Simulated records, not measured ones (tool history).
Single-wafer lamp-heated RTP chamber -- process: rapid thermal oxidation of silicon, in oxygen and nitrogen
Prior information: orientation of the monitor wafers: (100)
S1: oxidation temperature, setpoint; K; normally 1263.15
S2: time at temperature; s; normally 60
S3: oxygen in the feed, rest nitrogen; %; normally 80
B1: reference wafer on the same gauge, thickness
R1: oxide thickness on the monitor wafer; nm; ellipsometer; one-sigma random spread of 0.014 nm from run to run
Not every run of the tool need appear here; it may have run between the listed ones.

run    hour       S1  S2  S3     B1     R1
  1     0.0  1263.15  49  65  5.089  4.669
  2    65.3  1263.15  49  65  5.093  4.685
  3   111.8  1263.15  60  80  5.085  5.455
      177.1  -- pyrometer window cleaned and pyrometer calibrated
  4   178.0  1263.15  60  80  5.091  5.417
  5   208.3  1263.15  60  80  5.093  5.433
  6   266.8  1242.15  44  80  5.086  4.142
  7   310.4  1242.15  44  80  5.086  4.127
  8   343.4  1249.15  60  66  5.091  4.627
  9   372.5  1263.15  60  80  5.091  5.434
 10   426.5  1263.15  60  80  5.089  5.434
 11   456.0  1263.15  76  65  5.090  5.643
      496.3  -- pyrometer window cleaned and pyrometer calibrated
 12   497.1  1263.15  76  65  5.093  5.589
 13   529.2  1263.15  60  80  5.091  5.421
      557.9  -- gauge calibrated
 14   563.8  1263.15  60  80  5.083  5.447
 15   597.1  1263.15  60  80  5.098  5.430
 16   648.2  1263.15  60  80  5.093  5.462
 17   686.2  1263.15  60  80  5.087  5.437
 18   733.8  1263.15  60  80  5.088  5.439
 19   802.7  1244.15  60  80  5.082  4.769
      835.5  -- pyrometer window cleaned and pyrometer calibrated
 20   836.0  1263.15  50  88  5.087  5.184
 21   900.7  1246.15  86  80  5.088  5.601
 22   952.7  1263.15  60  80  5.086  5.453
 23  1007.9  1292.15  41  68  5.091  5.356
 24  1037.0  1263.15  60  80  5.087  5.443
 25  1091.2  1242.15  43  80  5.088  4.120
 26  1155.5  1263.15  60  80  5.095  5.474
     1173.5  -- pyrometer window cleaned and pyrometer calibrated
     1293.6  -- oxygen flow controller replaced
 27  1365.7  1263.15  60  80  5.096  5.454
 28  1429.8  1282.15  77  52  5.089  6.017
 29  1488.8  1263.15  60  80  5.080  5.499
     1532.7  -- pyrometer window cleaned and pyrometer calibrated
 30  1555.5  1263.15  60  98  5.091  5.807
 31  1610.1  1263.15  37  55  5.091  3.943
 32  1678.8  1239.15  81  80  5.093  5.208
 33  1741.4  1279.15  47  54  5.084  4.810
 34  1777.0  1263.15  60  80  5.084  5.443

What would each run have given without the hidden state, its run-to-run variation left as it was?
The tool's hidden condition here consists of: true wafer temperature minus pyrometer reading, K; deviation of the oxygen flow from its setpoint, %; gauge reads high (%).
run     R1
  1  4.652
  2  4.656
  3  5.405
  4  5.410
  5  5.427
  6  4.134
  7  4.115
  8  4.610
  9  5.407
 10  5.394
 11  5.594
 12  5.581
 13  5.413
 14  5.437
 15  5.416
 16  5.441
 17  5.410
 18  5.401
 19  4.719
 20  5.183
 21  5.599
 22  5.445
 23  5.341
 24  5.421
 25  4.096
 26  5.419
 27  5.427
 28  5.971
 29  5.439
 30  5.803
 31  3.939
 32  5.193
 33  4.788
 34  5.408

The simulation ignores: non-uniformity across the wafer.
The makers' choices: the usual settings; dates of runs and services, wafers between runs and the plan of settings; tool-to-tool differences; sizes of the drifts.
